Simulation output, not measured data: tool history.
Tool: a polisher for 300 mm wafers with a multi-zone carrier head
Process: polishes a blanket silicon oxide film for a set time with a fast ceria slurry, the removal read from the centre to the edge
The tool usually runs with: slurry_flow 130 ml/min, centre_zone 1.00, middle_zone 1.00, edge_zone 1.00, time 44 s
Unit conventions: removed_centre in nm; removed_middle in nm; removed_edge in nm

run	hour	slurry_flow	centre_zone	middle_zone	edge_zone	time	wafers since the last listed run	wafers polished on this pad	hours since the slurry nozzle was cleaned	hours since the centre zone pressure was calibrated	hours since the edge zone pressure was calibrated	hours since the carrier head's membrane was replaced	incoming thickness of the incoming film, nm	removed_centre	removed_middle	removed_edge
1	0.0	130	1.00	1.00	1.00	44	0	465	447.2	878.2	1010.1	782.7	3611.7	418.4	443.4	444.2
# hour 18.8: worn pad replaced by a new one
2	19.3	130	1.00	1.00	1.00	44	192	6	466.5	897.5	1029.4	802.0	3622.3	413.8	439.2	460.0
3	24.6	130	1.00	1.00	1.00	44	66	73	471.8	902.8	1034.7	807.3	3541.9	404.0	435.8	456.1
4	35.5	130	1.00	1.00	1.00	44	137	210	482.7	913.7	1045.6	818.2	3587.3	417.9	434.0	445.8
5	49.0	130	1.00	1.00	1.00	44	170	380	496.2	927.2	1059.1	831.7	3608.7	402.5	431.9	445.6
6	55.9	130	1.00	1.00	1.00	44	86	467	503.1	934.1	1066.0	838.6	3618.8	402.8	431.9	448.5
7	68.5	130	1.00	1.00	1.00	44	158	626	515.7	946.7	1078.6	851.2	3618.0	406.6	434.4	441.2
# hour 81.0: worn pad replaced by a new one
8	84.9	130	1.00	1.00	1.07	44	156	49	532.1	963.1	1095.0	867.6	3607.3	400.8	429.2	444.5
# hour 102.0: centre zone pressure recalibrated
9	102.5	130	1.00	1.00	1.07	44	196	246	549.7	0.5	1112.6	885.2	3667.7	397.9	421.7	448.3
# hour 123.5: carrier head's membrane replaced by a new one
# hour 141.2: worn pad replaced by a new one
10	141.7	130	1.00	1.00	1.00	44	380	6	588.9	39.7	1151.8	18.2	3619.0	388.0	414.3	425.3
11	153.3	130	1.00	1.00	1.00	44	146	152	600.5	51.3	1163.4	29.8	3621.9	378.9	405.2	431.1
12	167.4	130	1.00	1.00	1.00	44	177	330	614.6	65.4	1177.5	43.9	3675.9	367.6	403.7	430.7
# hour 176.0: edge zone pressure recalibrated
# hour 178.9: slurry nozzle cleaned
13	181.5	130	1.00	1.00	1.09	39	139	470	2.6	79.5	5.5	58.0	3595.7	438.2	444.3	438.4
14	189.2	130	1.09	0.96	1.00	44	96	567	10.3	87.2	13.2	65.7	3665.0	535.5	485.2	485.3
15	196.0	150	1.00	1.00	1.04	55	85	652	17.1	94.0	20.0	72.5	3607.2	632.8	650.4	629.0
# hour 200.7: worn pad replaced by a new one
16	209.1	130	1.00	0.90	1.08	44	114	106	30.2	107.1	33.1	85.6	3615.8	489.6	464.5	503.4
17	219.2	150	1.00	1.00	1.00	44	127	233	40.3	117.2	43.2	95.7	3644.1	506.6	521.0	498.5
18	228.3	120	1.08	0.91	1.00	44	114	348	49.4	126.3	52.3	104.8	3581.5	502.2	453.8	479.4
19	236.9	140	1.04	1.00	1.00	58	108	456	58.0	134.9	60.9	113.4	3633.9	686.7	663.7	635.0
# hour 251.2: worn pad replaced by a new one
20	251.7	130	1.00	1.00	1.00	44	136	6	72.8	149.7	75.7	128.2	3540.0	484.9	494.3	492.2
21	258.5	130	1.00	1.00	1.00	32	85	92	79.6	156.5	82.5	135.0	3638.4	350.5	362.9	359.7
22	265.3	130	1.00	1.00	1.08	44	85	178	86.4	163.3	89.3	141.8	3576.3	468.3	493.4	489.6
23	282.6	130	1.00	1.00	1.00	44	217	396	103.7	180.6	106.6	159.1	3614.2	473.8	498.8	481.3

What if the next run were any one of these 3? Each begins from the tool's condition after run 23:
A	283.0	130	1.00	1.00	1.00	44	5	401	104.1	181.0	107.0	159.5	3615.4	?	?	?
B	283.0	130	1.00	1.11	1.00	44	5	401	104.1	181.0	107.0	159.5	3615.4	?	?	?
C	283.0	105	1.00	1.00	1.00	44	5	401	104.1	181.0	107.0	159.5	3615.4	?	?	?

run	removed_centre	removed_middle	removed_edge
A	470.9	488.7	479.6
B	471.3	534.0	478.9
C	436.9	458.0	459.0
What these runs would have given with no unlogged condition in the tool:
run	removed_centre	removed_middle	removed_edge
A	490.3	506.2	491.5
B	490.7	553.2	490.8
C	459.6	478.5	472.7
